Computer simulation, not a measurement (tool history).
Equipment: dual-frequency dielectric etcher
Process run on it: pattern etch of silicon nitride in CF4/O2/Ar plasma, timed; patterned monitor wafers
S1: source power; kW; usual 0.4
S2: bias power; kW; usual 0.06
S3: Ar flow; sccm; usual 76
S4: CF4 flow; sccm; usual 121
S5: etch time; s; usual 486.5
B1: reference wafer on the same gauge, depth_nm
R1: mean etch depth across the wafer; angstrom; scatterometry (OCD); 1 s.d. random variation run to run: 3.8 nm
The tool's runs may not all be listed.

run,hour,S1,S2,S3,S4,S5,B1,R1
1,0,0.4,0.06,76,96,532,856.1,8787
2,0.4,0.31,0.06,93,121,486.5,856.4,6203
3,1.3,0.4,0.065,76,121,486.5,855.6,8719
# hour 8.1: Ar flow controller replaced
4,16,0.4,0.06,76,100,348,855.8,5777
5,30.7,0.43,0.06,86,103,486.5,856.3,8621
6,41.1,0.49,0.047,76,121,486.5,855.3,9279
7,53.9,0.4,0.06,76,121,486.5,856,8268
8,63.2,0.32,0.06,60,121,486.5,857.1,6678
9,79.6,0.4,0.06,76,121,527,856,9107
10,94.3,0.35,0.07,76,121,486.5,856.1,7692
11,109.5,0.4,0.047,76,121,486.5,855.7,7469
12,126.2,0.4,0.074,85,140,486.5,856.6,9200
13,134.6,0.4,0.055,70,140,486.5,856.6,8240
14,151.7,0.4,0.06,76,121,486.5,856.6,8411

Run 15 comes next. What will it give?
15,164.2,0.37,0.047,76,108,367,?,?

B1: 856
R1: 5089 angstrom
Take away the tool's hidden state, keep the run-to-run variation as it was, and the same run would have given R1 5089 angstrom.

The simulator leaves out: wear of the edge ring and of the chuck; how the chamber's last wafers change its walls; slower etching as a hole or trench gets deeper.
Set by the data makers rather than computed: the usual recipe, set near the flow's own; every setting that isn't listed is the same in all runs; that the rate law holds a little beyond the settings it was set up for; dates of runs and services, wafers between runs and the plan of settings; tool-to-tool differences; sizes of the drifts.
